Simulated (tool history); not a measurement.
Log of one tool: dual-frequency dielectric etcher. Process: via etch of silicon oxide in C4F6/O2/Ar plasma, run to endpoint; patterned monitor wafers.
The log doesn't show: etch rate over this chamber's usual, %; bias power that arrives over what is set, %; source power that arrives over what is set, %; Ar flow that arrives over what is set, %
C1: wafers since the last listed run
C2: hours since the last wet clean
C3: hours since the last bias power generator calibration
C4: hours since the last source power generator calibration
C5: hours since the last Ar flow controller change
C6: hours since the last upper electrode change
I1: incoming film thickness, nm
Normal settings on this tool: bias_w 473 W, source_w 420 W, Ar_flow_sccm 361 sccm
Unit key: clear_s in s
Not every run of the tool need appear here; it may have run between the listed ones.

{"run": 1, "day": 0.0, "bias_w": 473, "source_w": 420, "Ar_flow_sccm": 361, "C1": 0, "C2": 349.1, "C3": 1129.0, "C4": 2862.9, "C5": 2963.0, "C6": 2294.7, "I1": 92.8, "clear_s": 21.6}
{"run": 2, "day": 1.9, "bias_w": 473, "source_w": 360, "Ar_flow_sccm": 361, "C1": 854, "C2": 394.7, "C3": 1174.6, "C4": 2908.5, "C5": 3008.6, "C6": 2340.3, "I1": 93.6, "clear_s": 23.7}
{"day": 5.746, "done": "wet clean of the chamber"}
{"run": 3, "day": 5.767, "bias_w": 473, "source_w": 360, "Ar_flow_sccm": 361, "C1": 1289, "C2": 0.5, "C3": 1267.4, "C4": 3001.3, "C5": 3101.4, "C6": 2433.1, "I1": 92.0, "clear_s": 22.8}
{"run": 4, "day": 7.375, "bias_w": 473, "source_w": 360, "Ar_flow_sccm": 361, "C1": 723, "C2": 39.1, "C3": 1306.0, "C4": 3039.9, "C5": 3140.0, "C6": 2471.7, "I1": 93.0, "clear_s": 23.3}
{"run": 5, "day": 10.25, "bias_w": 473, "source_w": 420, "Ar_flow_sccm": 361, "C1": 1292, "C2": 108.1, "C3": 1375.0, "C4": 3108.9, "C5": 3209.0, "C6": 2540.7, "I1": 93.1, "clear_s": 21.4}
{"run": 6, "day": 12.725, "bias_w": 473, "source_w": 420, "Ar_flow_sccm": 361, "C1": 1112, "C2": 167.5, "C3": 1434.4, "C4": 3168.3, "C5": 3268.4, "C6": 2600.1, "I1": 92.6, "clear_s": 21.3}
{"run": 7, "day": 16.983, "bias_w": 473, "source_w": 420, "Ar_flow_sccm": 361, "C1": 1914, "C2": 269.7, "C3": 1536.6, "C4": 3270.5, "C5": 3370.6, "C6": 2702.3, "I1": 92.9, "clear_s": 21.9}
{"day": 21.275, "done": "wet clean of the chamber"}
{"run": 8, "day": 27.712, "bias_w": 473, "source_w": 420, "Ar_flow_sccm": 361, "C1": 4374, "C2": 154.5, "C3": 1794.1, "C4": 3528.0, "C5": 3628.1, "C6": 2959.8, "I1": 93.2, "clear_s": 22.8}
{"day": 32.304, "done": "wet clean of the chamber, repeated, since the last time left the tool worse"}
{"run": 9, "day": 32.325, "bias_w": 575, "source_w": 420, "Ar_flow_sccm": 361, "C1": 1624, "C2": 0.5, "C3": 1904.8, "C4": 3638.7, "C5": 3738.8, "C6": 3070.5, "I1": 92.8, "clear_s": 20.4}
{"run": 10, "day": 33.792, "bias_w": 358, "source_w": 420, "Ar_flow_sccm": 361, "C1": 659, "C2": 35.7, "C3": 1940.0, "C4": 3673.9, "C5": 3774.0, "C6": 3105.7, "I1": 91.9, "clear_s": 21.8}
{"day": 34.292, "done": "source power generator calibrated"}
{"day": 34.438, "done": "Ar flow controller replaced"}
{"day": 35.479, "done": "upper electrode replaced"}
{"day": 39.967, "done": "bias power generator calibrated"}
{"day": 47.625, "done": "wet clean of the chamber"}
{"run": 11, "day": 47.646, "bias_w": 358, "source_w": 510, "Ar_flow_sccm": 361, "C1": 5114, "C2": 0.5, "C3": 184.3, "C4": 320.5, "C5": 317.0, "C6": 292.0, "I1": 92.7, "clear_s": 19.9}
{"run": 12, "day": 51.033, "bias_w": 525, "source_w": 390, "Ar_flow_sccm": 447, "C1": 1523, "C2": 81.8, "C3": 265.6, "C4": 401.8, "C5": 398.3, "C6": 373.3, "I1": 93.1, "clear_s": 22.2}
{"run": 13, "day": 52.717, "bias_w": 473, "source_w": 420, "Ar_flow_sccm": 361, "C1": 756, "C2": 122.2, "C3": 306.0, "C4": 442.2, "C5": 438.7, "C6": 413.7, "I1": 92.4, "clear_s": 21.1}
{"run": 14, "day": 55.162, "bias_w": 544, "source_w": 420, "Ar_flow_sccm": 409, "C1": 1099, "C2": 180.9, "C3": 364.7, "C4": 500.9, "C5": 497.4, "C6": 472.4, "I1": 93.2, "clear_s": 21.0}
{"run": 15, "day": 57.362, "bias_w": 511, "source_w": 420, "Ar_flow_sccm": 332, "C1": 989, "C2": 233.7, "C3": 417.5, "C4": 553.7, "C5": 550.2, "C6": 525.2, "I1": 93.5, "clear_s": 21.4}
{"run": 16, "day": 61.362, "bias_w": 473, "source_w": 420, "Ar_flow_sccm": 361, "C1": 1798, "C2": 329.7, "C3": 513.5, "C4": 649.7, "C5": 646.2, "C6": 621.2, "I1": 93.0, "clear_s": 21.4}

Below are 3 alternative next runs, each starting from the tool's condition after run 16. Predict each:
{"run": "A", "day": 61.379, "bias_w": 524, "source_w": 420, "Ar_flow_sccm": 361, "C1": 7, "C2": 330.1, "C3": 513.9, "C4": 650.1, "C5": 646.6, "C6": 621.6, "I1": 93.7, "clear_s": "?"}
{"run": "B", "day": 61.379, "bias_w": 383, "source_w": 450, "Ar_flow_sccm": 439, "C1": 7, "C2": 330.1, "C3": 513.9, "C4": 650.1, "C5": 646.6, "C6": 621.6, "I1": 93.7, "clear_s": "?"}
{"run": "C", "day": 61.379, "bias_w": 473, "source_w": 420, "Ar_flow_sccm": 325, "C1": 7, "C2": 330.1, "C3": 513.9, "C4": 650.1, "C5": 646.6, "C6": 621.6, "I1": 93.7, "clear_s": "?"}

run=A clear_s=21.4
run=B clear_s=22.3
run=C clear_s=21.7
Without the tool's hidden state the same runs would have given:
run=A clear_s=21.1
run=B clear_s=22.0
run=C clear_s=21.4
